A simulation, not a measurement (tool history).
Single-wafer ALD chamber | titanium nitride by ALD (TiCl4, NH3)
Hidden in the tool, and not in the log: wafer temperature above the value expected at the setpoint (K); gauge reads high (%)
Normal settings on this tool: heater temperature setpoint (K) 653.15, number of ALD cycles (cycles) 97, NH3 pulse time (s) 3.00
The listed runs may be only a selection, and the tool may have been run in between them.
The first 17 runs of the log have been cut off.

run	hour	heater temperature setpoint (K)	number of ALD cycles (cycles)	NH3 pulse time (s)	wafers since the last listed run	hours since the last thermocouple change	hours since the showerhead was replaced	hours since the gauge calibration	read-back reference wafer on the same gauge, thickness_nm	mean film thickness on the monitor wafer (Å)
18	1501.5	653.15	97	2.32	117	282.3	2046.7	160.7	2.311	20.97
19	1606.5	653.15	97	2.28	141	387.3	2151.7	265.7	2.308	21.03
20	1711.4	653.15	97	3.38	141	492.2	2256.6	370.6	2.311	21.41
21	1767.7	653.15	97	3.00	76	548.5	2312.9	426.9	2.309	21.34
22	1840.5	653.15	97	3.00	98	621.3	2385.7	499.7	2.308	21.25
23	1927.4	642.15	80	4.08	117	708.2	2472.6	586.6	2.312	17.58
24	2002.6	653.15	108	1.85	101	783.4	2547.8	661.8	2.308	22.92
25	2092.5	666.15	84	4.07	121	873.3	2637.7	751.7	2.311	18.74
26	2183.6	653.15	97	3.00	123	964.4	2728.8	842.8	2.311	21.33
# hour 2282.8: showerhead replaced
27	2431.0	638.15	97	3.00	323	1211.8	148.2	1090.2	2.311	20.86
28	2537.7	648.15	97	3.00	144	1318.5	254.9	1196.9	2.310	21.16
29	2624.6	653.15	97	3.32	117	1405.4	341.8	1283.8	2.310	21.47
30	2707.2	653.15	97	3.00	111	1488.0	424.4	1366.4	2.309	21.21
# hour 2762.9: thermocouple changed; heater temperature recalibrated
31	2791.0	658.15	81	3.00	102	28.1	508.2	1450.2	2.310	17.86
32	2849.7	642.15	104	2.44	79	86.8	566.9	1508.9	2.309	22.34
33	2907.3	653.15	97	3.00	77	144.4	624.5	1566.5	2.309	21.28
34	2947.9	653.15	85	3.74	54	185.0	665.1	1607.1	2.312	18.88
35	3012.1	653.15	97	3.00	86	249.2	729.3	1671.3	2.308	21.35
36	3099.0	653.15	89	3.89	117	336.1	816.2	1758.2	2.312	19.79
37	3160.8	653.15	97	3.00	83	397.9	878.0	1820.0	2.311	21.23

Alternative continuations, all from the tool just after run 37; predict every row:
A	3161.4	653.15	87	3.00	0	398.5	878.6	1820.6	?	?
B	3161.4	657.15	104	2.57	0	398.5	878.6	1820.6	?	?
C	3161.4	658.15	88	3.67	0	398.5	878.6	1820.6	?	?
D	3161.4	644.15	97	3.00	0	398.5	878.6	1820.6	?	?
E	3161.4	641.15	90	3.56	0	398.5	878.6	1820.6	?	?

run	read-back reference wafer on the same gauge, thickness_nm	mean film thickness on the monitor wafer (Å)
A	2.313	19.11
B	2.313	22.69
C	2.313	19.56
D	2.313	21.15
E	2.313	19.76
Without the tool's hidden state the same runs would have given:
run	mean film thickness on the monitor wafer (Å)
A	19.11
B	22.69
C	19.56
D	21.15
E	19.76

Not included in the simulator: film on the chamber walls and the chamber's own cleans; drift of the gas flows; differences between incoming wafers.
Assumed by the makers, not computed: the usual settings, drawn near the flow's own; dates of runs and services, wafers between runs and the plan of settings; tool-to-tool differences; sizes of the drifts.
